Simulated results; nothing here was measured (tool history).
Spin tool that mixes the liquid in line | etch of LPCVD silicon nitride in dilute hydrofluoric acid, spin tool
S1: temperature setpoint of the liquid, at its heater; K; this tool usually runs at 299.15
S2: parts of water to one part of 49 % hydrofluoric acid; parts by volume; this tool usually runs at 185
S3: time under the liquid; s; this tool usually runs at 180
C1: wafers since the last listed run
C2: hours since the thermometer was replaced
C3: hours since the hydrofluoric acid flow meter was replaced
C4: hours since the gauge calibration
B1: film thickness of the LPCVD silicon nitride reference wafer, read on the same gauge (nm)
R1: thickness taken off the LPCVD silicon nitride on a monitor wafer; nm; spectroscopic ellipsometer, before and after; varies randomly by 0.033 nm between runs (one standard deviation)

run	hour	S1	S2	S3	C1	C2	C3	C4	B1	R1
1	0.0	299.15	185	180	0	908.1	1283.2	1054.0	150.004	0.539
2	58.1	299.15	185	180	423	966.2	1341.3	1112.1	150.013	0.560
3	97.5	299.15	185	180	287	1005.6	1380.7	1151.5	149.991	0.533
4	164.5	299.15	185	180	488	1072.6	1447.7	1218.5	149.984	0.527
5	197.8	299.15	185	180	242	1105.9	1481.0	1251.8	150.001	0.484
6	237.9	299.15	185	180	292	1146.0	1521.1	1291.9	149.947	0.543
7	278.3	299.15	185	180	294	1186.4	1561.5	1332.3	149.987	0.570
8	324.1	299.15	185	180	334	1232.2	1607.3	1378.1	150.006	0.549
9	376.5	299.15	185	180	382	1284.6	1659.7	1430.5	149.987	0.519
10	405.5	299.15	185	180	211	1313.6	1688.7	1459.5	150.009	0.544
11	452.8	299.15	185	180	345	1360.9	1736.0	1506.8	150.039	0.534
12	508.1	299.15	185	180	403	1416.2	1791.3	1562.1	150.024	0.566
13	540.3	299.15	185	180	234	1448.4	1823.5	1594.3	149.989	0.525
14	594.3	299.15	185	180	393	1502.4	1877.5	1648.3	149.993	0.631
# hour 606.3: gauge calibrated
15	633.6	299.15	185	180	286	1541.7	1916.8	27.3	149.988	0.532
# hour 817.3: hydrofluoric acid flow meter replaced
16	844.5	303.65	185	120	1531	1752.6	27.2	238.2	149.980	0.521
17	886.9	296.65	125	265	309	1795.0	69.6	280.6	150.004	1.097
18	934.9	299.15	185	270	350	1843.0	117.6	328.6	149.995	0.808
# hour 952.6: thermometer replaced
19	999.9	299.15	185	180	466	47.3	182.6	393.6	149.981	0.572
20	1056.8	297.65	110	125	415	104.2	239.5	450.5	150.002	0.531
21	1119.7	296.15	185	225	458	167.1	302.4	513.4	149.975	0.593
22	1183.1	299.15	185	180	462	230.5	365.8	576.8	150.010	0.517
23	1249.0	296.65	220	265	480	296.4	431.7	642.7	149.943	0.542
24	1281.5	294.15	110	180	237	328.9	464.2	675.2	149.990	0.600
25	1342.0	303.15	255	120	441	389.4	524.7	735.7	150.026	0.380
26	1374.0	299.15	105	180	233	421.4	556.7	767.7	149.940	1.089
27	1438.0	299.15	260	125	466	485.4	620.7	831.7	150.032	0.263
28	1504.1	299.15	115	230	482	551.5	686.8	897.8	149.961	1.110
29	1562.8	295.15	255	245	428	610.2	745.5	956.5	150.000	0.396
30	1615.6	297.15	140	150	385	663.0	798.3	1009.3	150.022	0.513
31	1649.4	299.15	185	180	246	696.8	832.1	1043.1	150.009	0.560

Across each entry between runs, compare the hidden state at the last listed run before it with the hidden state at the first listed run after it:
Logged between run 14 and run 15: gauge calibrated (hour 606.3)
  no hidden state differs between the two runs
Logged between run 15 and run 16: hydrofluoric acid flow meter replaced (hour 817.3)
  no hidden state differs between the two runs
Logged between run 18 and run 19: thermometer replaced (hour 952.6)
  no hidden state differs between the two runs

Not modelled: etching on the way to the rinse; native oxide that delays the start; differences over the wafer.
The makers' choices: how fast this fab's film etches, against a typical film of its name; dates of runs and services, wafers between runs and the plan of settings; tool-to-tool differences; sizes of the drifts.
